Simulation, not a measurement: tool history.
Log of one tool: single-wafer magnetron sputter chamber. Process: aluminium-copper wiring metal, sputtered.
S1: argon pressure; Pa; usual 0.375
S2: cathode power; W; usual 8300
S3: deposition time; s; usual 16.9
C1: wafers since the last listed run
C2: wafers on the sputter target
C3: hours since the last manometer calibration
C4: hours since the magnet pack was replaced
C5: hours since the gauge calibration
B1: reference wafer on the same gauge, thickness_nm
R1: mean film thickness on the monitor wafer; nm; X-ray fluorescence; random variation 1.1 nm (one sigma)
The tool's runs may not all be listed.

run	hour	S1	S2	S3	C1	C2	C3	C4	C5	B1	R1
1	0	0.375	9150	16.9	0	148	1619.3	8541.9	103	239.161	312.374
2	102.3	0.375	8300	18.8	3022	3171	1721.6	8644.2	205.3	239.189	311.274
3	134.2	0.375	8300	16.9	942	4113	1753.5	8676.1	237.2	239.003	278.938
# hour 160.4: sputter target and shields replaced
4	160.9	0.375	8300	16.9	552	16	1780.2	8702.8	263.9	238.906	284.283
5	215.7	0.375	8300	16.9	1618	1635	1835	8757.6	318.7	238.777	281.567
6	239.6	0.375	8300	16.9	706	2341	1858.9	8781.5	342.6	238.984	279.28
7	272.9	0.375	8300	16.9	983	3324	1892.2	8814.8	375.9	239.168	278.821
# hour 308.8: sputter target and shields replaced
8	309.3	0.375	8300	16.9	839	14	1928.6	8851.2	412.3	239.088	283.523
9	322.1	0.375	8300	16.9	378	392	1941.4	8864	425.1	238.909	283.499
# hour 333.7: magnet pack replaced
10	334.8	0.375	8300	16.9	138	531	1954.1	1.1	437.8	239.021	282.589
11	359.2	0.375	8300	16.9	720	1252	1978.5	25.5	462.2	239.152	279.545
# hour 368.9: capacitance manometer re-zeroed and calibrated
12	372.2	0.474	7200	16.9	147	1399	3.3	38.5	475.2	238.86	231.423
13	389.8	0.375	10100	15.9	519	1919	20.9	56.1	492.8	238.83	320.155
14	409	0.375	8300	16.9	567	2487	40.1	75.3	512	239.069	277.062

Run 15 comes next. What will it give?
15	439.2	0.375	8300	16.9	892	3379	70.3	105.5	542.2	?	?

{"run 15": {"B1": 239.044, "R1": 281.394}}
Without the tool's hidden state the same run would have given R1 287.871 nm.
